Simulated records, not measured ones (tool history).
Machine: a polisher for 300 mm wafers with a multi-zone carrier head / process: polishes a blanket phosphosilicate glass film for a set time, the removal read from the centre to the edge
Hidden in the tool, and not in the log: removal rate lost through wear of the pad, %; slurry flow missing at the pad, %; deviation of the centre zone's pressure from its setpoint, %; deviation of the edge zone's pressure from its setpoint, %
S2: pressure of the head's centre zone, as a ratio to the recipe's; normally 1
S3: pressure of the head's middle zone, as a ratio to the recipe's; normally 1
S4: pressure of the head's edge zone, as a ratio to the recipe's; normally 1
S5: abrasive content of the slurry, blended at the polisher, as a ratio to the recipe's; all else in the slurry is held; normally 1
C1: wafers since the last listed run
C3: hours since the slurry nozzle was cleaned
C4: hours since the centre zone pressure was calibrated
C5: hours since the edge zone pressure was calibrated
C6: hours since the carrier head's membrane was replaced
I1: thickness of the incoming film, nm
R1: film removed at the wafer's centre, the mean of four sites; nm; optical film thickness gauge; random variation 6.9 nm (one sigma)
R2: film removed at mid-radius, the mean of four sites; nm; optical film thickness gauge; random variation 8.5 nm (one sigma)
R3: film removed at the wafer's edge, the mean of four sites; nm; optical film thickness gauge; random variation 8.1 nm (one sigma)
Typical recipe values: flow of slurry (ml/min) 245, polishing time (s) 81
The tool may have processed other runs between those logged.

{"run": 1, "hour": 0.0, "flow of slurry (ml/min)": 245, "S2": 1, "S3": 1, "S4": 1, "S5": 1, "polishing time (s)": 89, "C1": 0, "wafers polished on this pad": 18, "C3": 175.2, "C4": 807.2, "C5": 64.4, "C6": 910, "I1": 3778.6, "R1": 736.7, "R2": 739.7, "R3": 763.5}
{"run": 2, "hour": 18.7, "flow of slurry (ml/min)": 245, "S2": 1, "S3": 0.9, "S4": 1, "S5": 0.85, "polishing time (s)": 81, "C1": 134, "wafers polished on this pad": 152, "C3": 193.9, "C4": 825.9, "C5": 83.1, "C6": 928.7, "I1": 3822.3, "R1": 568, "R2": 547.2, "R3": 589.6}
{"run": 3, "hour": 49.2, "flow of slurry (ml/min)": 245, "S2": 1, "S3": 1, "S4": 1, "S5": 1, "polishing time (s)": 81, "C1": 218, "wafers polished on this pad": 371, "C3": 224.4, "C4": 856.4, "C5": 113.6, "C6": 959.2, "I1": 3753.4, "R1": 662.2, "R2": 674.3, "R3": 661.5}
{"hour": 79.2, "done": "worn pad replaced by a new one"}
{"run": 4, "hour": 79.7, "flow of slurry (ml/min)": 245, "S2": 1, "S3": 1, "S4": 1, "S5": 0.85, "polishing time (s)": 81, "C1": 190, "wafers polished on this pad": 3, "C3": 254.9, "C4": 886.9, "C5": 144.1, "C6": 989.7, "I1": 3746.8, "R1": 573.4, "R2": 571.1, "R3": 583.8}
{"run": 5, "hour": 106.8, "flow of slurry (ml/min)": 245, "S2": 1, "S3": 1, "S4": 1, "S5": 1, "polishing time (s)": 81, "C1": 194, "wafers polished on this pad": 198, "C3": 282, "C4": 914, "C5": 171.2, "C6": 1016.8, "I1": 3820.8, "R1": 659.7, "R2": 658.6, "R3": 674.2}
{"run": 6, "hour": 137.5, "flow of slurry (ml/min)": 245, "S2": 1, "S3": 1, "S4": 0.91, "S5": 1, "polishing time (s)": 92, "C1": 220, "wafers polished on this pad": 418, "C3": 312.7, "C4": 944.7, "C5": 201.9, "C6": 1047.5, "I1": 3763.6, "R1": 721.4, "R2": 720.5, "R3": 709}
{"run": 7, "hour": 164.3, "flow of slurry (ml/min)": 245, "S2": 1, "S3": 1, "S4": 0.91, "S5": 1, "polishing time (s)": 92, "C1": 192, "wafers polished on this pad": 611, "C3": 339.5, "C4": 971.5, "C5": 228.7, "C6": 1074.3, "I1": 3700.3, "R1": 700.6, "R2": 721.5, "R3": 691.5}
{"hour": 182.5, "done": "worn pad replaced by a new one"}
{"run": 8, "hour": 186.6, "flow of slurry (ml/min)": 245, "S2": 1, "S3": 1, "S4": 1, "S5": 1, "polishing time (s)": 81, "C1": 131, "wafers polished on this pad": 29, "C3": 361.8, "C4": 993.8, "C5": 251, "C6": 1096.6, "I1": 3681.8, "R1": 643.5, "R2": 640.6, "R3": 678.1}
{"hour": 201.5, "done": "slurry nozzle cleaned"}
{"run": 9, "hour": 212.7, "flow of slurry (ml/min)": 245, "S2": 1, "S3": 1, "S4": 1, "S5": 1, "polishing time (s)": 81, "C1": 180, "wafers polished on this pad": 209, "C3": 11.2, "C4": 1019.9, "C5": 277.1, "C6": 1122.7, "I1": 3743.7, "R1": 681.6, "R2": 665.5, "R3": 689.1}
{"run": 10, "hour": 239.8, "flow of slurry (ml/min)": 245, "S2": 1, "S3": 1, "S4": 1, "S5": 1, "polishing time (s)": 88, "C1": 194, "wafers polished on this pad": 404, "C3": 38.3, "C4": 1047, "C5": 304.2, "C6": 1149.8, "I1": 3719.3, "R1": 723.9, "R2": 706.6, "R3": 738}
{"run": 11, "hour": 264.1, "flow of slurry (ml/min)": 245, "S2": 0.93, "S3": 1, "S4": 1, "S5": 1, "polishing time (s)": 99, "C1": 174, "wafers polished on this pad": 578, "C3": 62.6, "C4": 1071.3, "C5": 328.5, "C6": 1174.1, "I1": 3788.4, "R1": 761, "R2": 812.6, "R3": 816.7}
{"hour": 273.7, "done": "worn pad replaced by a new one"}
{"run": 12, "hour": 279.3, "flow of slurry (ml/min)": 245, "S2": 1, "S3": 1, "S4": 1, "S5": 1, "polishing time (s)": 81, "C1": 80, "wafers polished on this pad": 40, "C3": 77.8, "C4": 1086.5, "C5": 343.7, "C6": 1189.3, "I1": 3789.9, "R1": 685.5, "R2": 675.5, "R3": 687.4}
{"hour": 287.2, "done": "centre zone pressure recalibrated"}
{"hour": 295.7, "done": "carrier head's membrane replaced by a new one"}
{"run": 13, "hour": 300.8, "flow of slurry (ml/min)": 245, "S2": 1, "S3": 1, "S4": 1, "S5": 1, "polishing time (s)": 81, "C1": 104, "wafers polished on this pad": 144, "C3": 99.3, "C4": 13.6, "C5": 365.2, "C6": 5.1, "I1": 3726.6, "R1": 666, "R2": 673.5, "R3": 697.8}
{"run": 14, "hour": 321.0, "flow of slurry (ml/min)": 290, "S2": 1, "S3": 1, "S4": 1, "S5": 1, "polishing time (s)": 104, "C1": 144, "wafers polished on this pad": 289, "C3": 119.5, "C4": 33.8, "C5": 385.4, "C6": 25.3, "I1": 3829, "R1": 890.5, "R2": 862.5, "R3": 883.3}
{"hour": 336.4, "done": "edge zone pressure recalibrated"}
{"run": 15, "hour": 337.3, "flow of slurry (ml/min)": 245, "S2": 0.93, "S3": 1, "S4": 1, "S5": 1.15, "polishing time (s)": 89, "C1": 102, "wafers polished on this pad": 391, "C3": 135.8, "C4": 50.1, "C5": 0.9, "C6": 41.6, "I1": 3712.3, "R1": 768.7, "R2": 778.6, "R3": 813.4}
{"hour": 361.6, "done": "worn pad replaced by a new one"}
{"run": 16, "hour": 372.3, "flow of slurry (ml/min)": 245, "S2": 1.11, "S3": 1, "S4": 1.07, "S5": 1, "polishing time (s)": 91, "C1": 222, "wafers polished on this pad": 76, "C3": 170.8, "C4": 85.1, "C5": 35.9, "C6": 76.6, "I1": 3769.6, "R1": 803.7, "R2": 750.7, "R3": 807.8}
{"run": 17, "hour": 400.9, "flow of slurry (ml/min)": 245, "S2": 1, "S3": 0.95, "S4": 0.89, "S5": 1, "polishing time (s)": 81, "C1": 205, "wafers polished on this pad": 282, "C3": 199.4, "C4": 113.7, "C5": 64.5, "C6": 105.2, "I1": 3758.2, "R1": 665.4, "R2": 660.9, "R3": 639.4}
{"run": 18, "hour": 423.5, "flow of slurry (ml/min)": 245, "S2": 0.96, "S3": 1, "S4": 1, "S5": 0.85, "polishing time (s)": 64, "C1": 162, "wafers polished on this pad": 444, "C3": 222, "C4": 136.3, "C5": 87.1, "C6": 127.8, "I1": 3792.5, "R1": 432.7, "R2": 448.8, "R3": 449.3}
{"run": 19, "hour": 438.0, "flow of slurry (ml/min)": 245, "S2": 1, "S3": 0.89, "S4": 1, "S5": 0.7, "polishing time (s)": 105, "C1": 104, "wafers polished on this pad": 548, "C3": 236.5, "C4": 150.8, "C5": 101.6, "C6": 142.3, "I1": 3816.1, "R1": 576.7, "R2": 530.7, "R3": 570}
{"hour": 451.8, "done": "worn pad replaced by a new one"}
{"run": 20, "hour": 452.3, "flow of slurry (ml/min)": 245, "S2": 1.05, "S3": 0.91, "S4": 1.1, "S5": 1, "polishing time (s)": 81, "C1": 73, "wafers polished on this pad": 3, "C3": 250.8, "C4": 165.1, "C5": 115.9, "C6": 156.6, "I1": 3768, "R1": 698.3, "R2": 612.9, "R3": 703}

What the log doesn't show, run by run:
deviation of the centre zone's pressure from its setpoint, %: 0, the same for each run
deviation of the edge zone's pressure from its setpoint, %: 0, the same for each run
H1: removal rate lost through wear of the pad, %
H2: slurry flow missing at the pad, %
run=1 H1=0.82 H2=12.2
run=2 H1=1.08 H2=14
run=3 H1=2.4 H2=17.3
run=4 H1=0.73 H2=21.1
run=5 H1=1.18 H2=24.9
run=6 H1=2.75 H2=29.6
run=7 H1=5.03 H2=34.1
run=8 H1=0.216 H2=38.2
run=9 H1=0.747 H2=5.23
run=10 H1=2.15 H2=5.58
run=11 H1=4.16 H2=6.21
run=12 H1=0.254 H2=6.77
run=13 H1=0.672 H2=7.76
run=14 H1=1.56 H2=8.91
run=15 H1=2.64 H2=9.99
run=16 H1=0.102 H2=12.8
run=17 H1=0.951 H2=15.5
run=18 H1=2.31 H2=18
run=19 H1=3.5 H2=19.7
run=20 H1=0.497 H2=21.5
